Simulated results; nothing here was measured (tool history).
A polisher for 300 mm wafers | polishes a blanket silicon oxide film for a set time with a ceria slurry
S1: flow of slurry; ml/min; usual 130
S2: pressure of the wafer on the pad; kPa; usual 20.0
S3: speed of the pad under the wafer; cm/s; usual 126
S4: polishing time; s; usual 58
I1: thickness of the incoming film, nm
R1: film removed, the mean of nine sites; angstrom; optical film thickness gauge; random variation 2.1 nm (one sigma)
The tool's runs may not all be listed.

{"run": 1, "hour": 0.0, "S1": 130, "S2": 20.0, "S3": 126, "S4": 58, "I1": 842.4, "R1": 2798}
{"run": 2, "hour": 31.6, "S1": 130, "S2": 20.0, "S3": 126, "S4": 58, "I1": 839.3, "R1": 2742}
{"run": 3, "hour": 63.2, "S1": 130, "S2": 20.0, "S3": 126, "S4": 58, "I1": 854.2, "R1": 2860}
{"run": 4, "hour": 82.9, "S1": 130, "S2": 17.2, "S3": 126, "S4": 58, "I1": 859.3, "R1": 2439}
{"run": 5, "hour": 108.8, "S1": 130, "S2": 17.2, "S3": 126, "S4": 58, "I1": 850.9, "R1": 2438}
{"run": 6, "hour": 125.1, "S1": 130, "S2": 17.2, "S3": 126, "S4": 58, "I1": 851.3, "R1": 2461}
{"run": 7, "hour": 148.6, "S1": 130, "S2": 20.0, "S3": 126, "S4": 58, "I1": 862.0, "R1": 2815}
{"run": 8, "hour": 186.4, "S1": 130, "S2": 20.0, "S3": 126, "S4": 58, "I1": 855.6, "R1": 2781}
{"run": 9, "hour": 202.5, "S1": 130, "S2": 20.0, "S3": 126, "S4": 58, "I1": 843.4, "R1": 2801}
{"run": 10, "hour": 275.0, "S1": 130, "S2": 20.0, "S3": 126, "S4": 58, "I1": 852.8, "R1": 2705}
{"run": 11, "hour": 287.1, "S1": 130, "S2": 20.0, "S3": 126, "S4": 58, "I1": 858.3, "R1": 2679}
{"run": 12, "hour": 310.4, "S1": 130, "S2": 20.0, "S3": 126, "S4": 58, "I1": 858.5, "R1": 2812}
{"run": 13, "hour": 344.0, "S1": 115, "S2": 20.0, "S3": 126, "S4": 58, "I1": 855.1, "R1": 2761}
{"run": 14, "hour": 356.7, "S1": 115, "S2": 20.0, "S3": 126, "S4": 58, "I1": 859.3, "R1": 2774}
{"run": 15, "hour": 430.1, "S1": 115, "S2": 20.0, "S3": 126, "S4": 58, "I1": 863.1, "R1": 2752}
{"run": 16, "hour": 448.4, "S1": 145, "S2": 20.0, "S3": 126, "S4": 58, "I1": 848.2, "R1": 2806}
{"run": 17, "hour": 476.2, "S1": 130, "S2": 24.1, "S3": 154, "S4": 48, "I1": 839.2, "R1": 3292}
{"run": 18, "hour": 507.3, "S1": 150, "S2": 20.0, "S3": 126, "S4": 58, "I1": 859.3, "R1": 2800}
{"run": 19, "hour": 539.0, "S1": 130, "S2": 20.0, "S3": 148, "S4": 43, "I1": 850.4, "R1": 2337}
{"run": 20, "hour": 571.8, "S1": 130, "S2": 20.0, "S3": 126, "S4": 39, "I1": 854.5, "R1": 1915}
{"run": 21, "hour": 597.5, "S1": 130, "S2": 20.0, "S3": 126, "S4": 73, "I1": 846.7, "R1": 3508}
{"run": 22, "hour": 617.6, "S1": 130, "S2": 22.8, "S3": 84, "S4": 58, "I1": 855.6, "R1": 2183}
{"run": 23, "hour": 648.4, "S1": 160, "S2": 20.0, "S3": 126, "S4": 64, "I1": 849.8, "R1": 3190}
{"run": 24, "hour": 679.6, "S1": 130, "S2": 20.0, "S3": 126, "S4": 58, "I1": 858.5, "R1": 2811}
{"run": 25, "hour": 727.8, "S1": 170, "S2": 20.0, "S3": 138, "S4": 74, "I1": 856.9, "R1": 3947}
{"run": 26, "hour": 743.6, "S1": 130, "S2": 20.0, "S3": 126, "S4": 58, "I1": 840.3, "R1": 2754}
{"run": 27, "hour": 774.2, "S1": 130, "S2": 20.0, "S3": 126, "S4": 39, "I1": 851.3, "R1": 1813}
{"run": 28, "hour": 802.8, "S1": 130, "S2": 20.0, "S3": 126, "S4": 58, "I1": 850.5, "R1": 2682}
{"run": 29, "hour": 825.1, "S1": 130, "S2": 20.0, "S3": 148, "S4": 43, "I1": 854.8, "R1": 2487}
{"run": 30, "hour": 858.4, "S1": 130, "S2": 17.2, "S3": 126, "S4": 58, "I1": 848.6, "R1": 2475}
{"run": 31, "hour": 884.5, "S1": 130, "S2": 20.0, "S3": 126, "S4": 58, "I1": 844.3, "R1": 2849}
{"run": 32, "hour": 896.7, "S1": 130, "S2": 22.1, "S3": 126, "S4": 58, "I1": 833.0, "R1": 3149}
{"run": 33, "hour": 925.0, "S1": 130, "S2": 20.0, "S3": 126, "S4": 58, "I1": 859.8, "R1": 2812}
{"run": 34, "hour": 965.4, "S1": 130, "S2": 13.1, "S3": 126, "S4": 42, "I1": 831.6, "R1": 1344}
{"run": 35, "hour": 993.8, "S1": 165, "S2": 13.1, "S3": 126, "S4": 58, "I1": 850.1, "R1": 1880}
{"run": 36, "hour": 1028.9, "S1": 130, "S2": 20.0, "S3": 84, "S4": 58, "I1": 845.0, "R1": 1845}
{"run": 37, "hour": 1061.5, "S1": 130, "S2": 15.2, "S3": 170, "S4": 39, "I1": 855.0, "R1": 1946}

Taken out of this log: 12 entries between the listed runs. Where each belongs, and how the hidden state differs across it:
Between runs 2 and 3: worn pad replaced by a new one (hour 40.2)
  removal rate lost through wear of the pad, %: 4.54 -> 0.0833
  measured less the result without the state, R1: -130 -> -2 angstrom
Between runs 6 and 7: slurry nozzle cleaned (hour 138.4)
  removal rate lost through wear of the pad, %: 0.694 -> 1.11
  measured less the result without the state, R1: -17 -> -31 angstrom
Between runs 11 and 12: worn pad replaced by a new one (hour 303.6)
  removal rate lost through wear of the pad, %: 5.61 -> 0.259
  measured less the result without the state, R1: -159 -> -7 angstrom
Between runs 12 and 13: head pressure recalibrated (hour 323.9)
  removal rate lost through wear of the pad, %: 0.259 -> 0.404
  measured less the result without the state, R1: -7 -> -11 angstrom
Between runs 14 and 15: slurry nozzle cleaned (hour 410.4)
  removal rate lost through wear of the pad, %: 0.512 -> 1.72
  measured less the result without the state, R1: -14 -> -48 angstrom
Between runs 19 and 20: worn pad replaced by a new one (hour 571.3)
  removal rate lost through wear of the pad, %: 5.32 -> 0.355
  measured less the result without the state, R1: -132 -> -7 angstrom
Between runs 22 and 23: slurry nozzle cleaned (hour 646.5)
  removal rate lost through wear of the pad, %: 0.551 -> 0.898
  measured less the result without the state, R1: -12 -> -29 angstrom
Between runs 23 and 24: head pressure recalibrated (hour 661.7)
  removal rate lost through wear of the pad, %: 0.898 -> 1.43
  measured less the result without the state, R1: -29 -> -40 angstrom
Between runs 28 and 29: worn pad replaced by a new one (hour 815.8)
  removal rate lost through wear of the pad, %: 5.25 -> 0.162
  measured less the result without the state, R1: -148 -> -4 angstrom
Between runs 29 and 30: slurry nozzle cleaned (hour 856.6)
  removal rate lost through wear of the pad, %: 0.162 -> 0.32
  measured less the result without the state, R1: -4 -> -8 angstrom
Between runs 33 and 34: head pressure recalibrated (hour 960.9)
  removal rate lost through wear of the pad, %: 1.24 -> 2.2
  measured less the result without the state, R1: -35 -> -30 angstrom
Between runs 36 and 37: worn pad replaced by a new one (hour 1034.6)
  removal rate lost through wear of the pad, %: 4.3 -> 0.219
  measured less the result without the state, R1: -83 -> -4 angstrom
